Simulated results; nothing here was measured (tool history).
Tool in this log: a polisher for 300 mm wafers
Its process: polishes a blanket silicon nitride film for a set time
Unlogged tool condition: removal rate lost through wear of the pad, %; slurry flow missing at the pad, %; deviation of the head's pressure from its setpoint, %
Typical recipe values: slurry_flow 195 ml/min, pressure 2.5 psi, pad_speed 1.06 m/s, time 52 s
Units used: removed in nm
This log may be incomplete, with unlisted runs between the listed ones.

| run | day | slurry_flow | pressure | pad_speed | time | wafers since the last listed run | wafers polished on this pad | hours since the slurry nozzle was cleaned | hours since the head pressure was calibrated | incoming thickness of the incoming film, nm | removed |
|---|---|---|---|---|---|---|---|---|---|---|---|
| 1 | 0 | 195 | 2.5 | 1.06 | 52 | 0 | 481 | 293.1 | 476.3 | 750.7 | 76.7 |
| 2 | 1.108 | 195 | 2.5 | 1.06 | 52 | 291 | 773 | 319.7 | 502.9 | 735.4 | 76.2 |
| 3 | 2.412 | 195 | 2.5 | 1.06 | 52 | 342 | 1115 | 351 | 534.2 | 736.6 | 77.5 |
| 4 | 2.933 | 195 | 2.5 | 1.06 | 52 | 136 | 1252 | 363.5 | 546.7 | 744.8 | 76.7 |
|  | 4.204 | worn pad replaced by a new one |
| 5 | 4.225 | 195 | 2.5 | 1.06 | 52 | 295 | 5 | 394.5 | 577.7 | 733.5 | 78.7 |
| 6 | 5.229 | 195 | 2.5 | 1.06 | 52 | 263 | 269 | 418.6 | 601.8 | 730.9 | 77.7 |
| 7 | 5.983 | 195 | 2.5 | 0.76 | 52 | 198 | 468 | 436.7 | 619.9 | 741 | 58.7 |
| 8 | 6.779 | 195 | 2.5 | 0.76 | 52 | 209 | 677 | 455.8 | 639 | 741.2 | 59.5 |
| 9 | 7.629 | 195 | 2.5 | 0.76 | 52 | 223 | 900 | 476.2 | 659.4 | 737.1 | 60.8 |
| 10 | 8.488 | 195 | 3.2 | 1.06 | 52 | 225 | 1126 | 496.8 | 680 | 731.5 | 94.4 |
|  | 9.654 | slurry nozzle cleaned |
|  | 9.821 | worn pad replaced by a new one |
| 11 | 9.896 | 195 | 3.2 | 1.06 | 52 | 315 | 19 | 5.8 | 713.8 | 747.4 | 105.7 |
| 12 | 10.65 | 195 | 2.5 | 1.06 | 52 | 198 | 217 | 23.9 | 731.9 | 745.7 | 85.8 |
| 13 | 11.804 | 195 | 2.5 | 1.06 | 52 | 303 | 521 | 51.6 | 759.6 | 735.6 | 84 |
| 14 | 12.779 | 195 | 2.5 | 1.06 | 52 | 256 | 777 | 75 | 783 | 752.9 | 84.7 |
| 15 | 13.404 | 170 | 2.8 | 1.06 | 65 | 164 | 941 | 90 | 798 | 739.4 | 112.6 |
| 16 | 14.417 | 195 | 2.5 | 1.06 | 52 | 266 | 1207 | 114.3 | 822.3 | 732.8 | 86.2 |
| 17 | 15.762 | 195 | 2.5 | 0.78 | 52 | 353 | 1561 | 146.6 | 854.6 | 740 | 66.3 |
|  | 16.104 | worn pad replaced by a new one |
| 18 | 16.625 | 225 | 2.5 | 1.06 | 38 | 182 | 136 | 167.3 | 875.3 | 745.4 | 63.2 |
|  | 16.75 | head pressure recalibrated |
| 19 | 17.888 | 165 | 2.8 | 1.2 | 61 | 309 | 446 | 197.6 | 27.3 | 744.5 | 100.5 |
|  | 21.212 | worn pad replaced by a new one |
| 20 | 21.233 | 195 | 3.2 | 0.78 | 59 | 835 | 5 | 277.9 | 107.6 | 738.1 | 80.6 |
| 21 | 22.358 | 195 | 2.5 | 1.06 | 52 | 295 | 300 | 304.9 | 134.6 | 739.7 | 74 |
| 22 | 23.033 | 195 | 2.5 | 1.06 | 44 | 177 | 478 | 321.1 | 150.8 | 729.5 | 62.7 |
| 23 | 24.058 | 145 | 3.2 | 1.06 | 52 | 269 | 747 | 345.7 | 175.4 | 736.4 | 84.9 |
| 24 | 25.012 | 195 | 2.5 | 1.06 | 52 | 250 | 998 | 368.6 | 198.3 | 748.8 | 73.7 |
| 25 | 25.517 | 245 | 2 | 1.06 | 43 | 132 | 1130 | 380.7 | 210.4 | 739.1 | 53.4 |
|  | 26.512 | worn pad replaced by a new one |
| 26 | 27.012 | 255 | 2.5 | 0.9 | 52 | 349 | 131 | 416.6 | 246.3 | 723.5 | 67.9 |
| 27 | 27.712 | 195 | 2.9 | 1.06 | 67 | 183 | 315 | 433.4 | 263.1 | 740.8 | 109.2 |

Here are 5 independent what-if runs from the current tool condition. What would each one return?
| A | 27.729 | 195 | 2.5 | 1.06 | 66 | 4 | 319 | 433.8 | 263.5 | 735.4 | ? |
| B | 27.729 | 250 | 2.5 | 1.06 | 36 | 4 | 319 | 433.8 | 263.5 | 735.4 | ? |
| C | 27.729 | 195 | 1.6 | 1.06 | 39 | 4 | 319 | 433.8 | 263.5 | 735.4 | ? |
| D | 27.729 | 195 | 2.5 | 0.7 | 52 | 4 | 319 | 433.8 | 263.5 | 735.4 | ? |
| E | 27.729 | 130 | 2.1 | 1.06 | 52 | 4 | 319 | 433.8 | 263.5 | 735.4 | ? |

| run | removed |
|---|---|
| A | 92.5 |
| B | 52.9 |
| C | 38.7 |
| D | 52.3 |
| E | 56.7 |
Without the tool's unlogged condition, the same runs would have read:
| run | removed |
|---|---|
| A | 98.9 |
| B | 55.7 |
| C | 41.3 |
| D | 55.9 |
| E | 62.8 |
